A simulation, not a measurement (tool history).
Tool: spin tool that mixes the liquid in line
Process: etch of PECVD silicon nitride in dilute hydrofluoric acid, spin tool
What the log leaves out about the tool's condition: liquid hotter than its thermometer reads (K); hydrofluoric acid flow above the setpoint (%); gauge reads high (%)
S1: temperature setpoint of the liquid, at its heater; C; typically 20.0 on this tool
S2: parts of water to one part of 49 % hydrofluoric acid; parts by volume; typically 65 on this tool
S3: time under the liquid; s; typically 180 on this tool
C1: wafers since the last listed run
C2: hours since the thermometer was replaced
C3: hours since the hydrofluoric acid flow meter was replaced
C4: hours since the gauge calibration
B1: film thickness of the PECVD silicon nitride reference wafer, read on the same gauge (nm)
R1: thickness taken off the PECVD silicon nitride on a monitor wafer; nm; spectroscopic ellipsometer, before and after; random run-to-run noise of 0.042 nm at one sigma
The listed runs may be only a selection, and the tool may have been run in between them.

run,hour,S1,S2,S3,C1,C2,C3,C4,B1,R1
1,0.0,20.0,65,180,0,2496.3,1386.6,311.5,80.022,5.157
2,28.8,18.0,65,180,163,2525.1,1415.4,340.3,79.990,4.446
3,59.0,19.0,65,180,171,2555.3,1445.6,370.5,80.040,4.848
4,106.0,19.0,65,180,267,2602.3,1492.6,417.5,80.033,4.849
5,157.5,20.0,65,180,293,2653.8,1544.1,469.0,80.011,5.198
6,217.7,20.0,85,155,342,2714.0,1604.3,529.2,79.992,3.505
7,280.6,17.0,65,180,358,2776.9,1667.2,592.1,79.990,4.264
# hour 291.1: thermometer replaced
# hour 412.8: gauge calibrated
8,479.7,17.0,65,180,1127,188.6,1866.3,66.9,79.990,3.609
9,522.4,20.0,65,180,243,231.3,1909.0,109.6,79.988,4.635
10,559.6,18.5,35,250,211,268.5,1946.2,146.8,80.029,10.559
# hour 628.7: hydrofluoric acid flow meter replaced
11,629.2,25.0,90,275,390,338.1,0.5,216.4,80.029,6.531
12,656.8,22.0,55,180,157,365.7,28.1,244.0,79.974,5.673
13,701.3,20.0,65,180,253,410.2,72.6,288.5,80.055,4.207
14,738.6,20.0,50,135,212,447.5,109.9,325.8,79.989,4.068
15,800.6,20.0,90,130,353,509.5,171.9,387.8,80.013,2.248
16,861.2,20.0,85,220,345,570.1,232.5,448.4,80.003,4.014

Run 17, settings as shown, results not yet in. Your forecast:
17,886.6,20.0,50,180,144,595.5,257.9,473.8,?,?

Run 17 came out at B1 80.012, R1 5.504 nm.
Had the tool carried no hidden state, the very same run would have given R1 4.970 nm.

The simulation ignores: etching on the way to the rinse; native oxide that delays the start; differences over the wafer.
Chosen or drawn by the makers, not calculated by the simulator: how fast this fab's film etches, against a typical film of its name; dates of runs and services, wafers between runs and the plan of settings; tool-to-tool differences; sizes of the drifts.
